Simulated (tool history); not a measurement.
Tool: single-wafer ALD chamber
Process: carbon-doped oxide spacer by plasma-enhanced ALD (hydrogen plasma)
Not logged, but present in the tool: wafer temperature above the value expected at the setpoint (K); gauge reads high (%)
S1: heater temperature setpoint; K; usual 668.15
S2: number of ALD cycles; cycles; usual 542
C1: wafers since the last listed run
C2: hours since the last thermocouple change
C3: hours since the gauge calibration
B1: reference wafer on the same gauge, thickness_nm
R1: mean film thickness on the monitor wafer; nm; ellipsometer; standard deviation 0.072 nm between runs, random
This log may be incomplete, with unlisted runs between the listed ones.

run,hour,S1,S2,C1,C2,C3,B1,R1
1,0.0,668.15,542,0,369.9,1167.7,28.299,28.614
2,39.5,674.15,542,24,409.4,1207.2,28.295,28.704
3,119.9,674.15,542,50,489.8,1287.6,28.302,28.721
4,167.8,668.15,607,30,537.7,1335.5,28.304,32.257
5,228.8,668.15,607,38,598.7,1396.5,28.325,32.113
6,269.5,668.15,607,25,639.4,1437.2,28.325,32.187
7,585.4,668.15,542,199,955.3,1753.1,28.299,28.782
8,640.0,668.15,542,34,1009.9,1807.7,28.322,28.590
9,695.1,668.15,542,34,1065.0,1862.8,28.309,28.706
10,761.8,668.15,597,42,1131.7,1929.5,28.309,31.500
11,849.7,668.15,597,55,1219.6,2017.4,28.304,31.727
12,904.7,668.15,597,34,1274.6,2072.4,28.290,31.791
# hour 929.1: thermocouple changed; heater temperature recalibrated
13,1009.6,668.15,542,61,80.5,2177.3,28.305,28.677
14,1071.4,661.15,501,38,142.3,2239.1,28.304,26.414
# hour 1075.8: gauge calibrated
15,1152.6,668.15,597,51,223.5,76.8,28.299,31.609
16,1229.0,658.15,488,48,299.9,153.2,28.301,25.779
17,1300.4,668.15,472,44,371.3,224.6,28.291,25.013
18,1378.7,674.15,542,49,449.6,302.9,28.302,28.629
19,1457.7,680.15,464,49,528.6,381.9,28.303,24.127
20,1562.5,674.15,542,66,633.4,486.7,28.306,28.604
21,1668.7,668.15,510,66,739.6,592.9,28.303,27.043
22,1763.0,662.15,480,59,833.9,687.2,28.304,25.376
23,1836.1,657.15,481,46,907.0,760.3,28.300,25.482
24,1922.8,674.15,601,54,993.7,847.0,28.308,31.784
25,2028.9,656.15,542,66,1099.8,953.1,28.308,28.603
26,2089.0,668.15,479,37,1159.9,1013.2,28.310,25.473
27,2130.8,658.15,488,26,1201.7,1055.0,28.295,25.842

What the log doesn't show, run by run:
wafer temperature above the value expected at the setpoint (K): 0 across all the runs
gauge reads high (%): 0 across all the runs
